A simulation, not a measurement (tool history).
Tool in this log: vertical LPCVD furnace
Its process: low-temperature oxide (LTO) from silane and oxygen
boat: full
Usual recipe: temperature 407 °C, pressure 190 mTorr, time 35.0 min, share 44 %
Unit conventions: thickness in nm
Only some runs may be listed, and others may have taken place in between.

run,hour,temperature,pressure,time,share,wafers since the last listed run,hours since the last temperature calibration,hours since the pressure gauge was zeroed,hours since the silane flow controller was replaced,hours since the gauge calibration,"read-back reference wafer on the same gauge, thickness",thickness
1,0.0,407,190,35.0,44,0,1745.6,3865.4,5516.9,974.1,242.78,288.64
2,145.8,407,190,35.0,44,1983,1891.4,4011.2,5662.7,1119.9,243.29,289.64
3,318.5,407,170,35.0,50,2348,2064.1,4183.9,5835.4,1292.6,243.02,288.85
4,384.2,404,190,35.0,42,893,2129.8,4249.6,5901.1,1358.3,242.88,266.77
5,433.0,404,190,35.0,42,663,2178.6,4298.4,5949.9,1407.1,242.96,266.67
6,494.0,407,190,24.0,44,829,2239.6,4359.4,6010.9,1468.1,243.24,197.44
7,539.4,407,190,24.0,44,617,2285.0,4404.8,6056.3,1513.5,242.97,199.62
8,626.1,407,190,24.0,44,1179,2371.7,4491.5,6143.0,1600.2,242.72,198.37
# hour 686.7: pressure gauge zeroed
9,714.1,407,190,35.0,44,870,2459.7,27.4,6231.0,1688.2,243.02,301.86
10,756.5,407,190,35.0,44,576,2502.1,69.8,6273.4,1730.6,243.24,303.54
# hour 869.2: gauge calibrated
# hour 875.5: thermocouples replaced and temperature profile calibrated
11,1068.5,404,190,35.0,42,3917,193.0,381.8,6585.4,199.3,243.20,273.47
12,1116.2,416,225,23.0,50,648,240.7,429.5,6633.1,247.0,243.15,283.39
13,1185.7,413,190,30.0,49,945,310.2,499.0,6702.6,316.5,243.15,294.17
14,1256.9,412,205,31.5,44,968,381.4,570.2,6773.8,387.7,243.00,301.41
# hour 1302.8: silane flow controller replaced
15,1313.8,397,190,31.5,50,447,438.3,627.1,11.0,444.6,243.20,271.29
16,1400.4,407,160,35.0,36,1177,524.9,713.7,97.6,531.2,243.11,194.85
17,1469.0,407,190,24.0,44,933,593.5,782.3,166.2,599.8,242.96,202.30
18,1539.1,407,190,35.0,44,953,663.6,852.4,236.3,669.9,242.81,295.88

Estimate the outcome of run 19 from the log above:
19,1636.5,396,190,35.0,44,1324,761.0,949.8,333.7,767.3,?,?

{"run 19": {"read-back reference wafer on the same gauge, thickness": 243.03, "thickness": 263.1}}
Had the tool carried no hidden state, the very same run would have given thickness 266.37 nm.

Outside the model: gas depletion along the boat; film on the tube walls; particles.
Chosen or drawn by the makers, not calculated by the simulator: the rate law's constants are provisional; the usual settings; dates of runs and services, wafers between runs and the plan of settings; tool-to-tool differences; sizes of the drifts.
